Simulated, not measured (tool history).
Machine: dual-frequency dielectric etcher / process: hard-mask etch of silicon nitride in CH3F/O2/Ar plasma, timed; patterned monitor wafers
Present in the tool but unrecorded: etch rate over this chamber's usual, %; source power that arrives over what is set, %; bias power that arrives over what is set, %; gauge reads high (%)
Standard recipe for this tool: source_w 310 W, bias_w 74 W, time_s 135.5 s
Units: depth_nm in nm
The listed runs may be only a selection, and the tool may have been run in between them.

run,hour,source_w,bias_w,time_s,wafers since the last listed run,hours since the last wet clean,hours since the last source power generator calibration,hours since the last bias power generator calibration,hours since the last upper electrode change,hours since the gauge calibration,"read-back reference wafer on the same gauge, depth_nm",depth_nm
1,0.0,310,74,135.5,0,318.2,3196.2,4532.0,5107.9,95.2,91.0,78.8
2,12.4,310,74,135.5,123,330.6,3208.6,4544.4,5120.3,107.6,91.2,79.1
3,29.1,310,74,135.5,166,347.3,3225.3,4561.1,5137.0,124.3,90.9,78.0
4,39.3,310,74,135.5,101,357.5,3235.5,4571.3,5147.2,134.5,91.2,78.2
5,51.7,310,74,135.5,123,369.9,3247.9,4583.7,5159.6,146.9,91.2,77.9
6,62.2,310,62,135.5,104,380.4,3258.4,4594.2,5170.1,157.4,91.0,74.4
7,70.2,310,74,135.5,79,388.4,3266.4,4602.2,5178.1,165.4,91.1,78.1
# hour 93.1: gauge calibrated
# hour 101.8: bias power generator calibrated
# hour 125.6: upper electrode replaced
# hour 135.4: wet clean of the chamber
8,135.9,310,74,135.5,280,0.5,3332.1,34.1,10.3,42.8,91.1,78.5
9,136.2,310,74,135.5,2,0.8,3332.4,34.4,10.6,43.1,91.2,78.4
10,139.0,310,74,108.0,27,3.6,3335.2,37.2,13.4,45.9,91.1,62.2
11,156.6,310,74,108.0,175,21.2,3352.8,54.8,31.0,63.5,91.1,62.5
12,172.8,250,84,115.0,161,37.4,3369.0,71.0,47.2,79.7,91.3,64.3
13,181.8,380,74,135.5,89,46.4,3378.0,80.0,56.2,88.7,91.2,84.4
# hour 199.9: source power generator calibrated
14,200.4,230,80,118.0,145,65.0,0.5,98.6,74.8,107.3,91.1,63.1
15,213.3,310,74,135.5,128,77.9,13.4,111.5,87.7,120.2,91.1,78.7
16,223.5,350,82,135.5,101,88.1,23.6,121.7,97.9,130.4,91.0,83.9
17,232.3,290,86,123.5,87,96.9,32.4,130.5,106.7,139.2,91.0,73.2
18,247.5,360,88,108.0,151,112.1,47.6,145.7,121.9,154.4,91.2,70.1
19,253.6,270,61,167.5,60,118.2,53.7,151.8,128.0,160.5,91.1,87.5
20,262.9,310,74,135.5,92,127.5,63.0,161.1,137.3,169.8,91.1,78.2
21,273.2,310,74,135.5,102,137.8,73.3,171.4,147.6,180.1,91.3,78.9
22,291.0,240,64,116.5,177,155.6,91.1,189.2,165.4,197.9,90.9,58.8
23,298.8,270,79,120.0,77,163.4,98.9,197.0,173.2,205.7,91.1,68.0

Branching from run 23: 4 alternative next runs. What would each branch give?
A,299.3,310,74,106.5,4,163.9,99.4,197.5,173.7,206.2,?,?
B,299.3,330,82,135.5,4,163.9,99.4,197.5,173.7,206.2,?,?
C,299.3,340,74,135.5,4,163.9,99.4,197.5,173.7,206.2,?,?
D,299.3,310,68,122.5,4,163.9,99.4,197.5,173.7,206.2,?,?

run,"read-back reference wafer on the same gauge, depth_nm",depth_nm
A,91.2,61.5
B,91.2,82.7
C,91.2,80.8
D,91.2,68.9
With the hidden condition removed and each run's random variation left untouched, the same runs would have given:
run,depth_nm
A,61.5
B,82.7
C,80.8
D,68.9
